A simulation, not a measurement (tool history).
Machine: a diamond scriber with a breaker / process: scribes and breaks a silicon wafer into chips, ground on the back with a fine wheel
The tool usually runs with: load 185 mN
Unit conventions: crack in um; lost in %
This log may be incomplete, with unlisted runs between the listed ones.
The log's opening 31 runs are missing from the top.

| run | day | load | incoming depth of the damage left on the back of the incoming wafer, um | crack | lost |
|---|---|---|---|---|---|
| 32 | 17.633 | 225 | 1.91 | 17.68 | 4.15 |
| 33 | 18 | 158 | 2.16 | 13.4 | 3.24 |
| 34 | 18.567 | 148 | 2.38 | 12.91 | 5.49 |
| 35 | 19.233 | 208 | 1.52 | 16.84 | 1.94 |
| 36 | 19.75 | 228 | 2.41 | 17.86 | 4.36 |
| 37 | 20.383 | 185 | 2.35 | 14.99 | 1.34 |
| 38 | 20.7 | 221 | 2.89 | 17.85 | 3.81 |
| 39 | 21.358 | 156 | 2.56 | 13.18 | 3.93 |
| 40 | 22.488 | 146 | 2.37 | 12.57 | 6.18 |
| 41 | 23.033 | 143 | 2.27 | 12.38 | 6.24 |

Below are 3 alternative next runs, each starting from the tool's condition after run 41. Predict each:
| A | 23.062 | 185 | 1.99 | ? | ? |
| B | 23.062 | 203 | 1.99 | ? | ? |
| C | 23.062 | 223 | 1.99 | ? | ? |

| run | crack | lost |
|---|---|---|
| A | 15.22 | 1.21 |
| B | 16.37 | 1.82 |
| C | 17.6 | 3.73 |
With no hidden state in the tool, these same runs would have given:
| run | crack | lost |
|---|---|---|
| A | 15.23 | 1.21 |
| B | 16.38 | 1.83 |
| C | 17.61 | 3.74 |
